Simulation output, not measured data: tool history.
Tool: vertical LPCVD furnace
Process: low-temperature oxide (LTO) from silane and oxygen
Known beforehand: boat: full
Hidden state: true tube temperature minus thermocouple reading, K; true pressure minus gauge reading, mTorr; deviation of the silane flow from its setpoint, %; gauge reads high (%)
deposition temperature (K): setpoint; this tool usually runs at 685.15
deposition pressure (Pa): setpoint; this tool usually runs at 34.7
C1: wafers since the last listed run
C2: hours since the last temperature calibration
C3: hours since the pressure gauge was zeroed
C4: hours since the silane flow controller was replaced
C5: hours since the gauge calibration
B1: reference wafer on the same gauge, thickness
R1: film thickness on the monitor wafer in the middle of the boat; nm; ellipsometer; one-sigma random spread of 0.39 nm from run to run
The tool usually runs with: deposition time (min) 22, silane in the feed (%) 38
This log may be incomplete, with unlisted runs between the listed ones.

run 1 day=0 | deposition_temperature_(K)=685.15 deposition_pressure_(Pa)=34.7 deposition_time_(min)=28.5 silane_in_the_feed_(%)=43 | C1=0 C2=4107.7 C3=5025 C4=3621.7 C5=55.9 | B1=273.79 | R1=391.01
run 2 day=0.571 | deposition_temperature_(K)=685.15 deposition_pressure_(Pa)=34.7 deposition_time_(min)=28.5 silane_in_the_feed_(%)=43 | C1=135 C2=4121.4 C3=5038.7 C4=3635.4 C5=69.6 | B1=273.94 | R1=389.29
run 3 day=1.325 | deposition_temperature_(K)=685.15 deposition_pressure_(Pa)=34.7 deposition_time_(min)=22 silane_in_the_feed_(%)=38 | C1=178 C2=4139.5 C3=5056.8 C4=3653.5 C5=87.7 | B1=274.08 | R1=261.62
run 4 day=1.604 | deposition_temperature_(K)=685.15 deposition_pressure_(Pa)=34.7 deposition_time_(min)=22 silane_in_the_feed_(%)=38 | C1=66 C2=4146.2 C3=5063.5 C4=3660.2 C5=94.4 | B1=273.99 | R1=261.53
-- day=3.188 pressure gauge zeroed
-- day=3.683 silane flow controller replaced
-- day=4.396 thermocouples replaced and temperature profile calibrated
run 5 day=4.417 | deposition_temperature_(K)=685.15 deposition_pressure_(Pa)=34.7 deposition_time_(min)=22 silane_in_the_feed_(%)=38 | C1=143 C2=0.5 C3=29.5 C4=17.6 C5=161.9 | B1=273.87 | R1=261.86
run 6 day=4.604 | deposition_temperature_(K)=685.15 deposition_pressure_(Pa)=34.7 deposition_time_(min)=22 silane_in_the_feed_(%)=38 | C1=44 C2=5 C3=34 C4=22.1 C5=166.4 | B1=274.03 | R1=261.4
run 7 day=4.792 | deposition_temperature_(K)=685.15 deposition_pressure_(Pa)=34.7 deposition_time_(min)=22 silane_in_the_feed_(%)=38 | C1=44 C2=9.5 C3=38.5 C4=26.6 C5=170.9 | B1=274.1 | R1=262.65
run 8 day=4.979 | deposition_temperature_(K)=685.15 deposition_pressure_(Pa)=34.7 deposition_time_(min)=22 silane_in_the_feed_(%)=38 | C1=44 C2=14 C3=43 C4=31.1 C5=175.4 | B1=273.9 | R1=262.45
run 9 day=5.167 | deposition_temperature_(K)=685.15 deposition_pressure_(Pa)=34.7 deposition_time_(min)=22 silane_in_the_feed_(%)=38 | C1=44 C2=18.5 C3=47.5 C4=35.6 C5=179.9 | B1=273.98 | R1=261.53
run 10 day=5.354 | deposition_temperature_(K)=685.15 deposition_pressure_(Pa)=34.7 deposition_time_(min)=22 silane_in_the_feed_(%)=38 | C1=44 C2=23 C3=52 C4=40.1 C5=184.4 | B1=274.08 | R1=262.21
run 11 day=5.542 | deposition_temperature_(K)=685.15 deposition_pressure_(Pa)=34.7 deposition_time_(min)=26 silane_in_the_feed_(%)=45 | C1=44 C2=27.5 C3=56.5 C4=44.6 C5=188.9 | B1=274.03 | R1=372.71
run 12 day=5.729 | deposition_temperature_(K)=677.15 deposition_pressure_(Pa)=34.7 deposition_time_(min)=17.5 silane_in_the_feed_(%)=45 | C1=44 C2=32 C3=61 C4=49.1 C5=193.4 | B1=273.9 | R1=231.11
run 13 day=6.067 | deposition_temperature_(K)=695.15 deposition_pressure_(Pa)=29.3 deposition_time_(min)=27 silane_in_the_feed_(%)=40 | C1=80 C2=40.1 C3=69.1 C4=57.2 C5=201.5 | B1=274.04 | R1=320.13
run 14 day=6.692 | deposition_temperature_(K)=685.15 deposition_pressure_(Pa)=34.7 deposition_time_(min)=25 silane_in_the_feed_(%)=31 | C1=148 C2=55.1 C3=84.1 C4=72.2 C5=216.5 | B1=274.01 | R1=228.07
run 15 day=7.204 | deposition_temperature_(K)=689.15 deposition_pressure_(Pa)=34.7 deposition_time_(min)=27 silane_in_the_feed_(%)=38 | C1=121 C2=67.4 C3=96.4 C4=84.5 C5=228.8 | B1=274 | R1=334.4
-- day=7.558 gauge calibrated
run 16 day=7.583 | deposition_temperature_(K)=685.15 deposition_pressure_(Pa)=26.7 deposition_time_(min)=22 silane_in_the_feed_(%)=38 | C1=89 C2=76.5 C3=105.5 C4=93.6 C5=0.6 | B1=274.04 | R1=200.86
run 17 day=8.171 | deposition_temperature_(K)=685.15 deposition_pressure_(Pa)=34.7 deposition_time_(min)=22 silane_in_the_feed_(%)=38 | C1=139 C2=90.6 C3=119.6 C4=107.7 C5=14.7 | B1=273.96 | R1=262.05
run 18 day=8.612 | deposition_temperature_(K)=685.15 deposition_pressure_(Pa)=34.7 deposition_time_(min)=22 silane_in_the_feed_(%)=38 | C1=104 C2=101.2 C3=130.2 C4=118.3 C5=25.3 | B1=274.08 | R1=261.55
run 19 day=9.35 | deposition_temperature_(K)=685.15 deposition_pressure_(Pa)=34.7 deposition_time_(min)=22 silane_in_the_feed_(%)=38 | C1=174 C2=118.9 C3=147.9 C4=136 C5=43 | B1=273.81 | R1=262.32
run 20 day=9.762 | deposition_temperature_(K)=678.15 deposition_pressure_(Pa)=32.7 deposition_time_(min)=13 silane_in_the_feed_(%)=36 | C1=97 C2=128.8 C3=157.8 C4=145.9 C5=52.9 | B1=273.91 | R1=126.01

Give the tool's hidden conditions for every run:
true tube temperature minus thermocouple reading, K: 0 on each run
true pressure minus gauge reading, mTorr: 0 on each run
deviation of the silane flow from its setpoint, %: 0 on each run
gauge reads high (%): 0 on each run

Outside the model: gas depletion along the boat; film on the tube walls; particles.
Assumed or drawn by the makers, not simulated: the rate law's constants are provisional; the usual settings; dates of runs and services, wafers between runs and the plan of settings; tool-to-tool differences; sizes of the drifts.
